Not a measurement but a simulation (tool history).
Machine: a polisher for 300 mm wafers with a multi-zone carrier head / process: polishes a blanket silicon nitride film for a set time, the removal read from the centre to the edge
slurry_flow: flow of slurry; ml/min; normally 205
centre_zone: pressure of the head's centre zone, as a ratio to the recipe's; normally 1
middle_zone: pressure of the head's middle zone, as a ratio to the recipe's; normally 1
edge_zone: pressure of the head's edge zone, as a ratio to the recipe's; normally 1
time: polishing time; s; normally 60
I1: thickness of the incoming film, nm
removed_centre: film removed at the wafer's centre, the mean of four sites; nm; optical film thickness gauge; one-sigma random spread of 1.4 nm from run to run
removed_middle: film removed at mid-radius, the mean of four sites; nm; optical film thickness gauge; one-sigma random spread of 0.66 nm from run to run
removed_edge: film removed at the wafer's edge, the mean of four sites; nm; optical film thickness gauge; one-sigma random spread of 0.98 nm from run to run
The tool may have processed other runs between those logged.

run 1 hour=0 | slurry_flow=205 centre_zone=1 middle_zone=1 edge_zone=1 time=60 | I1=831 | removed_centre=114 removed_middle=105.1 removed_edge=104
run 2 hour=21.6 | slurry_flow=205 centre_zone=1 middle_zone=1 edge_zone=1 time=60 | I1=845.7 | removed_centre=114.6 removed_middle=104.3 removed_edge=103.4
run 3 hour=47.3 | slurry_flow=205 centre_zone=1 middle_zone=1 edge_zone=1 time=60 | I1=840 | removed_centre=114.4 removed_middle=105 removed_edge=101.8
run 4 hour=83.1 | slurry_flow=205 centre_zone=1 middle_zone=1 edge_zone=0.97 time=60 | I1=833.8 | removed_centre=114 removed_middle=104.8 removed_edge=99.9
-- hour=105.4 slurry nozzle cleaned
run 5 hour=105.9 | slurry_flow=205 centre_zone=1 middle_zone=1 edge_zone=0.97 time=60 | I1=824 | removed_centre=116.1 removed_middle=103.9 removed_edge=101.1
-- hour=129.9 worn pad replaced by a new one
-- hour=132.5 edge zone pressure recalibrated
run 6 hour=133.7 | slurry_flow=205 centre_zone=1 middle_zone=1 edge_zone=0.97 time=60 | I1=830.8 | removed_centre=116.3 removed_middle=105.5 removed_edge=102.3
run 7 hour=155.4 | slurry_flow=205 centre_zone=1 middle_zone=1 edge_zone=0.96 time=60 | I1=844.8 | removed_centre=116.8 removed_middle=103.6 removed_edge=101.8
-- hour=164.8 carrier head's membrane replaced by a new one
run 8 hour=171.4 | slurry_flow=205 centre_zone=1 middle_zone=1 edge_zone=0.96 time=60 | I1=846.3 | removed_centre=115.4 removed_middle=104.6 removed_edge=100.5
run 9 hour=199.5 | slurry_flow=205 centre_zone=1 middle_zone=1 edge_zone=1 time=60 | I1=839 | removed_centre=117.6 removed_middle=104.2 removed_edge=102.9
run 10 hour=230.5 | slurry_flow=205 centre_zone=1.11 middle_zone=1.11 edge_zone=1.05 time=80 | I1=828.1 | removed_centre=168.2 removed_middle=151.8 removed_edge=140.9
run 11 hour=251.1 | slurry_flow=205 centre_zone=1.11 middle_zone=1 edge_zone=1.08 time=60 | I1=834.4 | removed_centre=123.9 removed_middle=103.4 removed_edge=107.8
-- hour=274.7 worn pad replaced by a new one
run 12 hour=282.4 | slurry_flow=260 centre_zone=1 middle_zone=1 edge_zone=1 time=60 | I1=842.5 | removed_centre=118.6 removed_middle=107.3 removed_edge=106.2
run 13 hour=313.8 | slurry_flow=265 centre_zone=1 middle_zone=0.94 edge_zone=1 time=60 | I1=849.3 | removed_centre=120.1 removed_middle=100.7 removed_edge=105.3
-- hour=328.1 slurry nozzle cleaned
-- hour=342.9 centre zone pressure recalibrated
run 14 hour=343.4 | slurry_flow=205 centre_zone=1 middle_zone=1 edge_zone=1 time=60 | I1=835.1 | removed_centre=108.7 removed_middle=103.7 removed_edge=102.7
run 15 hour=364.2 | slurry_flow=155 centre_zone=1 middle_zone=1.1 edge_zone=1 time=43 | I1=830.6 | removed_centre=73.4 removed_middle=79 removed_edge=73.5
run 16 hour=377 | slurry_flow=205 centre_zone=1 middle_zone=0.91 edge_zone=1 time=60 | I1=844.3 | removed_centre=105.9 removed_middle=96.8 removed_edge=102.9
-- hour=399 worn pad replaced by a new one
run 17 hour=399.5 | slurry_flow=230 centre_zone=1 middle_zone=1 edge_zone=1 time=69 | I1=852 | removed_centre=127.4 removed_middle=122 removed_edge=120.4
run 18 hour=423.7 | slurry_flow=205 centre_zone=1 middle_zone=1 edge_zone=1 time=48 | I1=835.6 | removed_centre=86.2 removed_middle=83.2 removed_edge=82
run 19 hour=452.2 | slurry_flow=205 centre_zone=1 middle_zone=1 edge_zone=1 time=48 | I1=824.7 | removed_centre=86.2 removed_middle=84.2 removed_edge=83.3
run 20 hour=470.6 | slurry_flow=205 centre_zone=1.11 middle_zone=1.11 edge_zone=1.05 time=80 | I1=844.8 | removed_centre=161.5 removed_middle=151.2 removed_edge=139.5
run 21 hour=497.5 | slurry_flow=205 centre_zone=1 middle_zone=1 edge_zone=1 time=60 | I1=839.9 | removed_centre=108.9 removed_middle=104 removed_edge=104.1
run 22 hour=528.2 | slurry_flow=205 centre_zone=1.11 middle_zone=1.11 edge_zone=1.05 time=80 | I1=840.3 | removed_centre=157.3 removed_middle=152 removed_edge=141.8
-- hour=550.5 slurry nozzle cleaned
run 23 hour=554.2 | slurry_flow=225 centre_zone=1 middle_zone=1.09 edge_zone=1.07 time=53 | I1=850.9 | removed_centre=95.7 removed_middle=100.8 removed_edge=95.4

Forecast each of these 3 alternatives for the next run:
run A hour=554.6 | slurry_flow=265 centre_zone=1 middle_zone=1 edge_zone=1 time=60 | I1=835.1 | removed_centre=? removed_middle=? removed_edge=?
run B hour=554.6 | slurry_flow=245 centre_zone=1 middle_zone=1 edge_zone=1 time=60 | I1=835.1 | removed_centre=? removed_middle=? removed_edge=?
run C hour=554.6 | slurry_flow=150 centre_zone=1.11 middle_zone=1 edge_zone=1 time=60 | I1=835.1 | removed_centre=? removed_middle=? removed_edge=?

run=A removed_centre=108.9 removed_middle=107.3 removed_edge=104.3
run=B removed_centre=108 removed_middle=106.5 removed_edge=103.7
run=C removed_centre=110.7 removed_middle=101.5 removed_edge=100.1
What these runs would have given with no unlogged condition in the tool:
run=A removed_centre=107.3 removed_middle=107.3 removed_edge=104.3
run=B removed_centre=106.5 removed_middle=106.6 removed_edge=103.7
run=C removed_centre=109.1 removed_middle=101.5 removed_edge=100.1
